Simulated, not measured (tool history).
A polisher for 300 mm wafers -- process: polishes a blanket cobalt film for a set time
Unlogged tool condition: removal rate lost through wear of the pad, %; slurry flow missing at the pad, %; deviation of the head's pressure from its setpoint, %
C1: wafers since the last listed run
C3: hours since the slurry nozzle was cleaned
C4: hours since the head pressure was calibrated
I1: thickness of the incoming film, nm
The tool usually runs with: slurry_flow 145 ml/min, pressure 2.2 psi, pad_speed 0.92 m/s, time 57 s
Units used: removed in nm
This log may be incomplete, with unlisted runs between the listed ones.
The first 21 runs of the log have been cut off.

run 22 hour=640.3 | slurry_flow=145 pressure=2.2 pad_speed=0.92 time=49 | C1=406 wafers_polished_on_this_pad=1723 C3=383.3 C4=333.3 | I1=810.9 | removed=192.1
run 23 hour=674.7 | slurry_flow=145 pressure=2.2 pad_speed=1.16 time=71 | C1=415 wafers_polished_on_this_pad=2138 C3=417.7 C4=367.7 | I1=829.6 | removed=339.3
run 24 hour=693.8 | slurry_flow=145 pressure=2.2 pad_speed=0.92 time=57 | C1=230 wafers_polished_on_this_pad=2369 C3=436.8 C4=386.8 | I1=834.1 | removed=217.6
run 25 hour=710 | slurry_flow=145 pressure=2.2 pad_speed=0.92 time=57 | C1=195 wafers_polished_on_this_pad=2564 C3=453 C4=403 | I1=829.4 | removed=212.6
-- hour=728.3 slurry nozzle cleaned
run 26 hour=742.6 | slurry_flow=160 pressure=2 pad_speed=0.62 time=48 | C1=381 wafers_polished_on_this_pad=2946 C3=14.3 C4=435.6 | I1=810.2 | removed=110.6
run 27 hour=759.5 | slurry_flow=145 pressure=2.2 pad_speed=0.92 time=57 | C1=204 wafers_polished_on_this_pad=3150 C3=31.2 C4=452.5 | I1=813.6 | removed=213.2
-- hour=789 worn pad replaced by a new one
run 28 hour=789.5 | slurry_flow=145 pressure=1.6 pad_speed=0.7 time=46 | C1=313 wafers_polished_on_this_pad=5 C3=61.2 C4=482.5 | I1=813 | removed=105.4
run 29 hour=807.6 | slurry_flow=130 pressure=2.7 pad_speed=1.12 time=57 | C1=218 wafers_polished_on_this_pad=223 C3=79.3 C4=500.6 | I1=817.9 | removed=343.9
run 30 hour=819.8 | slurry_flow=145 pressure=1.8 pad_speed=1.14 time=57 | C1=147 wafers_polished_on_this_pad=371 C3=91.5 C4=512.8 | I1=809.5 | removed=237.4
run 31 hour=851.5 | slurry_flow=165 pressure=1.6 pad_speed=1.18 time=57 | C1=382 wafers_polished_on_this_pad=754 C3=123.2 C4=544.5 | I1=828.1 | removed=216.7
run 32 hour=886.6 | slurry_flow=145 pressure=2.2 pad_speed=0.92 time=57 | C1=423 wafers_polished_on_this_pad=1177 C3=158.3 C4=579.6 | I1=834.4 | removed=223.8
run 33 hour=907.8 | slurry_flow=190 pressure=2.8 pad_speed=1.02 time=57 | C1=255 wafers_polished_on_this_pad=1433 C3=179.5 C4=600.8 | I1=816.5 | removed=326.2
run 34 hour=933.6 | slurry_flow=160 pressure=1.8 pad_speed=1.02 time=43 | C1=311 wafers_polished_on_this_pad=1745 C3=205.3 C4=626.6 | I1=805.7 | removed=153.2
run 35 hour=946.3 | slurry_flow=175 pressure=2.5 pad_speed=0.92 time=48 | C1=153 wafers_polished_on_this_pad=1898 C3=218 C4=639.3 | I1=827.8 | removed=215.4
run 36 hour=975.8 | slurry_flow=100 pressure=2.2 pad_speed=1.14 time=45 | C1=356 wafers_polished_on_this_pad=2254 C3=247.5 C4=668.8 | I1=803 | removed=197.7
run 37 hour=1006.3 | slurry_flow=120 pressure=1.5 pad_speed=1 time=41 | C1=368 wafers_polished_on_this_pad=2623 C3=278 C4=699.3 | I1=809.6 | removed=109.1
-- hour=1010.8 worn pad replaced by a new one
run 38 hour=1028.5 | slurry_flow=145 pressure=2.9 pad_speed=0.92 time=57 | C1=219 wafers_polished_on_this_pad=214 C3=300.2 C4=721.5 | I1=824.3 | removed=310.4

Branching from run 38: 3 alternative next runs. What would each branch give?
run A hour=1028.9 | slurry_flow=145 pressure=2.2 pad_speed=0.92 time=57 | C1=4 wafers_polished_on_this_pad=218 C3=300.6 C4=721.9 | I1=816.7 | removed=?
run B hour=1028.9 | slurry_flow=145 pressure=2.7 pad_speed=1.24 time=37 | C1=4 wafers_polished_on_this_pad=218 C3=300.6 C4=721.9 | I1=816.7 | removed=?
run C hour=1028.9 | slurry_flow=145 pressure=2.2 pad_speed=0.92 time=64 | C1=4 wafers_polished_on_this_pad=218 C3=300.6 C4=721.9 | I1=816.7 | removed=?

run=A removed=241.6
run=B removed=259.4
run=C removed=271.2
What these runs would have given with no unlogged condition in the tool:
run=A removed=262.5
run=B removed=281.8
run=C removed=294.7
